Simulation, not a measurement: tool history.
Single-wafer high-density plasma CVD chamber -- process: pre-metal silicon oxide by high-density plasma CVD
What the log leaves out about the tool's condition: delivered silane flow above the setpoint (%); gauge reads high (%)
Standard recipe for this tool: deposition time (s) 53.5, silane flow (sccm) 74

run	hour	deposition time (s)	silane flow (sccm)	wafers since the last listed run	hours since the silane flow controller was replaced	hours since the gauge calibration	read-back reference wafer on the same gauge, thickness_nm	mean film thickness on the monitor wafer (nm)
1	0.0	53.5	74	0	1759.0	1985.3	486.661	404.567
2	47.2	53.5	74	696	1806.2	2032.5	487.310	405.383
# hour 140.7: silane flow controller replaced
3	148.6	53.5	74	1378	7.9	2133.9	487.123	406.622
4	204.1	53.5	74	819	63.4	2189.4	487.134	408.742
5	287.5	53.5	67	1231	146.8	2272.8	488.071	378.644
6	327.7	53.5	67	593	187.0	2313.0	488.022	378.131
7	431.4	53.5	74	1531	290.7	2416.7	488.778	406.774
8	509.6	53.5	74	1154	368.9	2494.9	488.842	408.517
9	576.3	55.7	74	984	435.6	2561.6	489.876	423.853
10	642.5	55.7	74	977	501.8	2627.8	489.637	425.812
11	718.2	60.5	79	1117	577.5	2703.5	489.704	489.129
12	800.0	60.5	79	1207	659.3	2785.3	490.360	487.310
13	899.8	60.5	79	1473	759.1	2885.1	490.607	489.035
14	954.3	53.5	74	804	813.6	2939.6	491.074	410.275
15	1034.4	53.5	74	1182	893.7	3019.7	491.255	410.635
16	1107.7	53.5	74	1082	967.0	3093.0	491.607	409.119
17	1215.0	53.5	74	1584	1074.3	3200.3	492.095	409.897
18	1314.0	53.5	74	1461	1173.3	3299.3	492.255	413.968
19	1421.2	48.9	85	1582	1280.5	3406.5	493.430	421.020
20	1474.0	53.5	74	779	1333.3	3459.3	493.424	413.436
21	1549.9	62.5	79	1120	1409.2	3535.2	493.274	505.578
22	1641.4	56.5	63	1350	1500.7	3626.7	493.943	382.905
# hour 1649.6: gauge calibrated
23	1678.6	63.4	69	549	1537.9	29.0	472.438	440.724
24	1759.4	53.5	86	1192	1618.7	109.8	472.755	444.408
25	1811.3	44.1	70	766	1670.6	161.7	473.231	310.601
26	1875.5	43.9	74	947	1734.8	225.9	473.663	323.992
27	1943.7	63.8	63	1006	1803.0	294.1	473.661	414.425
28	2008.1	53.5	74	950	1867.4	358.5	473.937	396.523
29	2100.2	53.5	80	1359	1959.5	450.6	474.180	420.887
30	2138.4	53.5	74	564	1997.7	488.8	474.907	397.516
31	2176.9	49.6	64	568	2036.2	527.3	474.810	328.296
# hour 2231.2: silane flow controller replaced
32	2235.1	58.6	67	741	3.9	585.5	474.974	400.379
33	2335.4	48.0	70	1480	104.2	685.8	475.188	341.777
34	2428.8	53.5	74	1378	197.6	779.2	475.877	397.946
35	2507.8	45.8	86	1166	276.6	858.2	476.460	384.931
36	2551.3	58.6	74	642	320.1	901.7	476.479	434.701
37	2644.2	48.3	70	1371	413.0	994.6	477.011	344.750
38	2723.1	48.4	74	1164	491.9	1073.5	477.026	358.992
39	2830.7	57.8	67	1588	599.5	1181.1	477.642	398.614
40	2912.2	53.5	74	1203	681.0	1262.6	478.135	399.527
41	2972.2	53.5	74	885	741.0	1322.6	478.276	399.016

What if the next run were any one of these 4? Each begins from the tool's condition after run 41:
A	2972.6	53.5	74	5	741.4	1323.0	?	?
B	2972.6	44.8	86	5	741.4	1323.0	?	?
C	2972.6	56.3	81	5	741.4	1323.0	?	?
D	2972.6	43.2	68	5	741.4	1323.0	?	?

run	read-back reference wafer on the same gauge, thickness_nm	mean film thickness on the monitor wafer (nm)
A	478.040	399.583
B	478.040	378.202
C	478.040	452.456
D	478.040	301.633
Take away the tool's hidden state, keep each run's random variation, and the runs would have read:
run	mean film thickness on the monitor wafer (nm)
A	397.637
B	376.361
C	450.254
D	300.164
